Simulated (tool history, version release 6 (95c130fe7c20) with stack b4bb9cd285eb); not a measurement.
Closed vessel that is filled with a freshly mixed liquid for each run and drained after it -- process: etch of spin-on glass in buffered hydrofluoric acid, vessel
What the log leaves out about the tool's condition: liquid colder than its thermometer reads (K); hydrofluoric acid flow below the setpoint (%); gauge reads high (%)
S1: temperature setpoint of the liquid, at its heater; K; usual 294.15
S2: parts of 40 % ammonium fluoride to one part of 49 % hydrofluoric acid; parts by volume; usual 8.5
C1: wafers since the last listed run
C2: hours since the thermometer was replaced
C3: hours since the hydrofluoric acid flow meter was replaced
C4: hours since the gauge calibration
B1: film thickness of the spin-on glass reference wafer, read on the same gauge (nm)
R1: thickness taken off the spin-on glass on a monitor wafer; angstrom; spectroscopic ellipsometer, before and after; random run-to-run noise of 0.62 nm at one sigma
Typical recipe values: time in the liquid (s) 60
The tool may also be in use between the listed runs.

Run 1, day 0: usual settings; C1 0; C2 2414.7; C3 702; C4 107.3; B1 30.05. Result: R1 1778.4 angstrom.
Run 2, day 0.521: usual settings; C1 910; C2 2427.2; C3 714.5; C4 119.8; B1 30. Result: R1 1761.3 angstrom.
At day 0.679: gauge calibrated.
Run 3, day 1.012: usual settings but S1 297.65 K, S2 5.5 parts by volume; C1 859; C2 2439; C3 726.3; C4 8; B1 30. Result: R1 3243.6 angstrom.
Run 4, day 1.692: usual settings but S1 297.65 K, S2 5.5 parts by volume; C1 1187; C2 2455.3; C3 742.6; C4 24.3; B1 30.01. Result: R1 3239.9 angstrom.
At day 2.825: thermometer replaced.
Run 5, day 3.321: usual settings but S1 297.65 K, S2 5.5 parts by volume; C1 2775; C2 11.9; C3 781.7; C4 63.4; B1 30.03. Result: R1 3223.2 angstrom.
Run 6, day 3.742: usual settings; C1 735; C2 22; C3 791.8; C4 73.5; B1 29.94. Result: R1 1758.3 angstrom.
Run 7, day 4.058: usual settings; C1 553; C2 29.6; C3 799.4; C4 81.1; B1 30.04. Result: R1 1746.2 angstrom.
Run 8, day 4.708: usual settings but S1 297.65 K, S2 5.5 parts by volume; C1 1136; C2 45.2; C3 815; C4 96.7; B1 30.04. Result: R1 3190 angstrom.
Run 9, day 5.125: usual settings but S1 291.15 K, S2 11.5 parts by volume; C1 728; C2 55.2; C3 825; C4 106.7; B1 30.02. Result: R1 1109.3 angstrom.
At day 5.254: hydrofluoric acid flow meter replaced.
Run 10, day 5.546: usual settings but S1 296.15 K, time in the liquid (s) 45; C1 662; C2 65.3; C3 7; C4 116.8; B1 30. Result: R1 1632 angstrom.
At day 5.979: gauge calibrated.
Run 11, day 6.2: usual settings but S1 295.65 K, S2 10.5 parts by volume, time in the liquid (s) 45; C1 1143; C2 81; C3 22.7; C4 5.3; B1 29.98. Result: R1 1329.9 angstrom.
Run 12, day 6.562: usual settings but time in the liquid (s) 45; C1 633; C2 89.7; C3 31.4; C4 14; B1 29.98. Result: R1 1458.8 angstrom.
Run 13, day 7.025: usual settings but S1 296.15 K, time in the liquid (s) 75; C1 808; C2 100.8; C3 42.5; C4 25.1; B1 29.98. Result: R1 2711.1 angstrom.
Run 14, day 7.712: usual settings but S1 292.65 K; C1 1201; C2 117.3; C3 59; C4 41.6; B1 30.04. Result: R1 1780 angstrom.

Hidden state or all else? Some run-to-run changes of R1, split into what the settings, what came in and random variation would give without the hidden state, and what is left for the hidden state (with any gauge scatter that isn't in both results):
Run 8 -> 9: S1 297.65 -> 291.15, S2 5.5 -> 11.5. R1 -2080.7 angstrom: hidden state +234, all else -2314.7.
